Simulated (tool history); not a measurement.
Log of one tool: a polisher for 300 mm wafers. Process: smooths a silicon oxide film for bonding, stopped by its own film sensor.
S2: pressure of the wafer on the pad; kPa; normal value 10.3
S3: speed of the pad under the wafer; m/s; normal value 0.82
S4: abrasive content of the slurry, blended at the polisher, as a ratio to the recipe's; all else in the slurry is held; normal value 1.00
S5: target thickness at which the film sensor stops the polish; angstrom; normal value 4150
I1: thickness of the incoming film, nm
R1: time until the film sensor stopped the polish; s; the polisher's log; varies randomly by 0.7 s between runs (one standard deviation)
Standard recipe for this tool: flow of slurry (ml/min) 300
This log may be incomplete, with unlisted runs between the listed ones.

run 1 day=0.000 | flow_of_slurry_(ml/min)=300 S2=10.3 S3=0.82 S4=1.00 S5=4150 | I1=449.1 | R1=66.9
run 2 day=1.400 | flow_of_slurry_(ml/min)=300 S2=10.3 S3=0.82 S4=1.00 S5=4150 | I1=453.2 | R1=76.3
run 3 day=2.850 | flow_of_slurry_(ml/min)=300 S2=10.3 S3=0.82 S4=1.00 S5=4150 | I1=445.9 | R1=62.1
run 4 day=3.679 | flow_of_slurry_(ml/min)=300 S2=10.3 S3=0.74 S4=1.00 S5=4240 | I1=452.6 | R1=61.0
-- day=4.917 slurry blender recalibrated
run 5 day=4.938 | flow_of_slurry_(ml/min)=300 S2=10.3 S3=0.74 S4=1.00 S5=4240 | I1=453.6 | R1=63.9
run 6 day=5.988 | flow_of_slurry_(ml/min)=300 S2=10.3 S3=0.74 S4=1.00 S5=4240 | I1=450.8 | R1=57.5
-- day=6.542 worn pad replaced by a new one
run 7 day=7.092 | flow_of_slurry_(ml/min)=300 S2=10.3 S3=0.82 S4=1.00 S5=4150 | I1=449.1 | R1=68.4
run 8 day=8.012 | flow_of_slurry_(ml/min)=300 S2=10.3 S3=0.82 S4=1.00 S5=4150 | I1=458.6 | R1=90.4
run 9 day=9.083 | flow_of_slurry_(ml/min)=300 S2=10.3 S3=0.82 S4=1.00 S5=4150 | I1=442.2 | R1=55.5
run 10 day=10.388 | flow_of_slurry_(ml/min)=300 S2=10.3 S3=0.82 S4=1.00 S5=4150 | I1=446.3 | R1=64.6
run 11 day=11.529 | flow_of_slurry_(ml/min)=300 S2=10.3 S3=0.82 S4=1.00 S5=4150 | I1=452.4 | R1=78.5
-- day=11.921 slurry blender recalibrated
run 12 day=12.421 | flow_of_slurry_(ml/min)=300 S2=10.3 S3=0.82 S4=1.00 S5=4150 | I1=446.0 | R1=65.0
run 13 day=13.017 | flow_of_slurry_(ml/min)=300 S2=10.3 S3=0.82 S4=1.00 S5=4150 | I1=440.4 | R1=53.6
-- day=13.633 worn pad replaced by a new one
run 14 day=14.383 | flow_of_slurry_(ml/min)=300 S2=10.3 S3=0.82 S4=1.00 S5=4150 | I1=449.3 | R1=72.8
run 15 day=15.700 | flow_of_slurry_(ml/min)=300 S2=10.3 S3=0.82 S4=1.00 S5=4150 | I1=444.5 | R1=63.7
-- day=15.792 head pressure recalibrated
run 16 day=16.908 | flow_of_slurry_(ml/min)=365 S2=6.9 S3=0.94 S4=0.85 S5=4150 | I1=452.9 | R1=95.7
run 17 day=17.588 | flow_of_slurry_(ml/min)=300 S2=10.3 S3=0.82 S4=1.00 S5=4150 | I1=443.4 | R1=56.3
run 18 day=18.692 | flow_of_slurry_(ml/min)=300 S2=10.3 S3=0.82 S4=1.00 S5=4150 | I1=452.5 | R1=75.4
-- day=19.967 slurry blender recalibrated
-- day=20.483 worn pad replaced by a new one
run 19 day=21.900 | flow_of_slurry_(ml/min)=300 S2=9.0 S3=0.82 S4=1.10 S5=4150 | I1=442.0 | R1=58.0
run 20 day=25.092 | flow_of_slurry_(ml/min)=400 S2=9.0 S3=0.82 S4=1.00 S5=4150 | I1=449.6 | R1=76.5
run 21 day=26.133 | flow_of_slurry_(ml/min)=250 S2=10.3 S3=0.98 S4=0.85 S5=4090 | I1=452.8 | R1=88.3

Run 22, settings as shown, results not yet in. Your forecast:
-- day=26.375 slurry blender recalibrated
-- day=26.533 slurry nozzle cleaned
-- day=26.875 worn pad replaced by a new one
run 22 day=26.896 | flow_of_slurry_(ml/min)=300 S2=10.3 S3=0.82 S4=1.00 S5=4150 | I1=452.3 | R1=?

For run 22 the tool returned R1 78.5 s.
Take away the tool's hidden state, keep the run-to-run variation as it was, and the same run would have given R1 73.9 s.
